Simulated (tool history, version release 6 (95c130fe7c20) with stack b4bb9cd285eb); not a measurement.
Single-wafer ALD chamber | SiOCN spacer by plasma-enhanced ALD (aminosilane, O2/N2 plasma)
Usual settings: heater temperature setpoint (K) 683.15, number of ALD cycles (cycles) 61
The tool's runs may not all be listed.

run	day	heater temperature setpoint (K)	number of ALD cycles (cycles)	read-back reference wafer on the same gauge, thickness_nm	mean film thickness on the monitor wafer (Å)
1	0.000	678.15	66	3.803	37.68
2	1.229	683.15	61	3.799	34.35
3	2.462	683.15	61	3.800	34.36
4	4.688	683.15	61	3.800	34.21
5	6.404	683.15	61	3.802	34.16
6	7.712	683.15	61	3.798	34.25
7	8.983	683.15	61	3.800	34.25
8	10.075	680.15	61	3.799	34.77
9	11.358	680.15	61	3.802	34.66
10	12.867	694.15	61	3.805	33.29
11	14.379	694.15	61	3.797	33.37
12	16.483	694.15	61	3.803	33.41
13	18.429	676.15	61	3.801	34.95
14	20.121	676.15	61	3.799	35.00
15	22.542	676.15	61	3.802	35.07
# day 22.783: gauge calibrated
16	24.833	683.15	61	3.800	34.55
17	25.842	683.15	61	3.798	34.53
18	27.625	683.15	61	3.797	34.45
19	29.079	676.15	53	3.798	30.34
20	31.333	695.15	54	3.797	29.56
21	33.046	683.15	70	3.800	39.65
22	35.667	696.15	61	3.802	33.16
23	36.742	683.15	66	3.799	37.35
24	38.546	675.15	51	3.802	29.29
25	40.175	683.15	61	3.799	34.54
26	42.096	694.15	61	3.797	33.38
27	44.146	693.15	55	3.796	30.44
# day 44.554: thermocouple changed; heater temperature recalibrated
28	45.629	683.15	61	3.807	34.01
29	47.875	683.15	61	3.796	34.20
30	49.367	683.15	61	3.800	34.01
31	51.592	694.15	55	3.798	29.93
32	54.062	683.15	51	3.799	28.59
33	56.229	673.15	61	3.798	34.99
34	58.950	683.15	55	3.804	30.94
35	61.812	683.15	61	3.795	34.23
36	63.612	690.15	64	3.800	35.25

Forecast each of these 3 alternatives for the next run:
A	63.633	683.15	71	?	?
B	63.633	679.15	61	?	?
C	63.633	671.15	61	?	?

run	read-back reference wafer on the same gauge, thickness_nm	mean film thickness on the monitor wafer (Å)
A	3.803	39.79
B	3.803	34.57
C	3.803	34.85
Without the tool's hidden state the same runs would have given:
run	mean film thickness on the monitor wafer (Å)
A	39.34
B	34.19
C	34.85
